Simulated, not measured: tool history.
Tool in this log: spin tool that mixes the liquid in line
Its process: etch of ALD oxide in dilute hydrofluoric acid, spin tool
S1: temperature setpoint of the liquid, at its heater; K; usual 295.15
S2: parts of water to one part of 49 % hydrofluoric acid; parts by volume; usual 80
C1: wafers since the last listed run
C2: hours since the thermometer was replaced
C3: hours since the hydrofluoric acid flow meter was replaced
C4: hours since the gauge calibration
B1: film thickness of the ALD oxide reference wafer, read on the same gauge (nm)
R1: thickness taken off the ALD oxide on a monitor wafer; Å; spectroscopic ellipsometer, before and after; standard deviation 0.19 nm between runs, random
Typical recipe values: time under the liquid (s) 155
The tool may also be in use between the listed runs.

Run 1, hour 0.0: usual settings but S2 55 parts by volume; C1 0; C2 2147.7; C3 1023.7; C4 2276.7; B1 140.01. Result: R1 647.4 Å.
At hour 57.9: gauge calibrated.
Run 2, hour 77.7: usual settings; C1 791; C2 2225.4; C3 1101.4; C4 19.8; B1 140.01. Result: R1 427.6 Å.
At hour 89.0: hydrofluoric acid flow meter replaced.
Run 3, hour 119.1: usual settings; C1 411; C2 2266.8; C3 30.1; C4 61.2; B1 140.01. Result: R1 427.2 Å.
Run 4, hour 173.9: usual settings; C1 558; C2 2321.6; C3 84.9; C4 116.0; B1 139.99. Result: R1 425.7 Å.
Run 5, hour 228.7: usual settings but S1 293.15 K, S2 70 parts by volume; C1 558; C2 2376.4; C3 139.7; C4 170.8; B1 140.00. Result: R1 457.7 Å.
Run 6, hour 281.3: usual settings but S1 293.15 K, S2 70 parts by volume; C1 535; C2 2429.0; C3 192.3; C4 223.4; B1 140.00. Result: R1 453.6 Å.
At hour 309.5: thermometer replaced.
Run 7, hour 339.9: usual settings but S1 293.15 K, S2 70 parts by volume; C1 586; C2 30.4; C3 250.9; C4 282.0; B1 139.99. Result: R1 456.6 Å.
Run 8, hour 438.1: usual settings; C1 1000; C2 128.6; C3 349.1; C4 380.2; B1 140.00. Result: R1 428.5 Å.
Run 9, hour 512.7: usual settings but S1 297.15 K; C1 759; C2 203.2; C3 423.7; C4 454.8; B1 140.02. Result: R1 462.8 Å.
Run 10, hour 552.2: usual settings but time under the liquid (s) 125; C1 402; C2 242.7; C3 463.2; C4 494.3; B1 139.99. Result: R1 344.8 Å.
Run 11, hour 597.1: usual settings but S1 298.65 K, time under the liquid (s) 70; C1 457; C2 287.6; C3 508.1; C4 539.2; B1 140.01. Result: R1 222.2 Å.
Run 12, hour 673.6: usual settings; C1 779; C2 364.1; C3 584.6; C4 615.7; B1 140.01. Result: R1 426.0 Å.
Run 13, hour 777.7: usual settings but S2 55 parts by volume; C1 1060; C2 468.2; C3 688.7; C4 719.8; B1 140.00. Result: R1 645.2 Å.
Run 14, hour 856.2: usual settings but S2 60 parts by volume, time under the liquid (s) 185; C1 799; C2 546.7; C3 767.2; C4 798.3; B1 140.00. Result: R1 698.6 Å.
Run 15, hour 945.2: usual settings; C1 906; C2 635.7; C3 856.2; C4 887.3; B1 140.00. Result: R1 430.6 Å.
Run 16, hour 991.1: usual settings but time under the liquid (s) 120; C1 467; C2 681.6; C3 902.1; C4 933.2; B1 139.99. Result: R1 331.8 Å.
Run 17, hour 1092.8: usual settings but S2 65 parts by volume, time under the liquid (s) 110; C1 1035; C2 783.3; C3 1003.8; C4 1034.9; B1 140.01. Result: R1 377.3 Å.
Run 18, hour 1170.3: usual settings but S2 55 parts by volume; C1 789; C2 860.8; C3 1081.3; C4 1112.4; B1 140.00. Result: R1 641.9 Å.
At hour 1186.8: hydrofluoric acid flow meter replaced.
Run 19, hour 1245.0: usual settings but S1 292.65 K, S2 45 parts by volume, time under the liquid (s) 100; C1 750; C2 935.5; C3 58.2; C4 1187.1; B1 140.00. Result: R1 460.1 Å.
Run 20, hour 1335.2: usual settings but S1 298.65 K, time under the liquid (s) 70; C1 918; C2 1025.7; C3 148.4; C4 1277.3; B1 140.00. Result: R1 221.6 Å.
Run 21, hour 1413.3: usual settings but time under the liquid (s) 190; C1 795; C2 1103.8; C3 226.5; C4 1355.4; B1 140.00. Result: R1 523.4 Å.
Run 22, hour 1480.4: usual settings; C1 683; C2 1170.9; C3 293.6; C4 1422.5; B1 140.01. Result: R1 426.6 Å.
Run 23, hour 1524.3: usual settings but S1 292.15 K, S2 65 parts by volume; C1 447; C2 1214.8; C3 337.5; C4 1466.4; B1 140.00. Result: R1 473.3 Å.
Run 24, hour 1574.2: usual settings but S1 290.65 K, S2 55 parts by volume, time under the liquid (s) 90; C1 508; C2 1264.7; C3 387.4; C4 1516.3; B1 139.98. Result: R1 308.0 Å.
Run 25, hour 1646.2: usual settings but time under the liquid (s) 195; C1 733; C2 1336.7; C3 459.4; C4 1588.3; B1 139.98. Result: R1 539.4 Å.
Run 26, hour 1722.5: usual settings; C1 777; C2 1413.0; C3 535.7; C4 1664.6; B1 140.00. Result: R1 426.3 Å.
Run 27, hour 1776.2: usual settings; C1 546; C2 1466.7; C3 589.4; C4 1718.3; B1 140.00. Result: R1 430.8 Å.
Run 28, hour 1837.0: usual settings but S1 298.65 K, S2 90 parts by volume, time under the liquid (s) 215; C1 619; C2 1527.5; C3 650.2; C4 1779.1; B1 140.00. Result: R1 595.4 Å.
Run 29, hour 1902.6: usual settings but S2 105 parts by volume, time under the liquid (s) 65; C1 668; C2 1593.1; C3 715.8; C4 1844.7; B1 140.01. Result: R1 132.3 Å.
At hour 1943.7: gauge calibrated.
Run 30, hour 1987.3: usual settings but S2 90 parts by volume; C1 862; C2 1677.8; C3 800.5; C4 43.6; B1 140.01. Result: R1 374.5 Å.
Run 31, hour 2026.3: usual settings but S1 293.15 K; C1 397; C2 1716.8; C3 839.5; C4 82.6; B1 140.01. Result: R1 394.7 Å.
Run 32, hour 2120.6: usual settings; C1 960; C2 1811.1; C3 933.8; C4 176.9; B1 140.02. Result: R1 430.4 Å.
Run 33, hour 2194.2: usual settings but S1 291.65 K, S2 55 parts by volume, time under the liquid (s) 85; C1 749; C2 1884.7; C3 1007.4; C4 250.5; B1 140.01. Result: R1 300.5 Å.

What was the tool's hidden state at every run in the log?
liquid colder than its thermometer reads (K): 0 on each run
hydrofluoric acid flow below the setpoint (%): 0 on each run
gauge reads high (%): 0 on each run
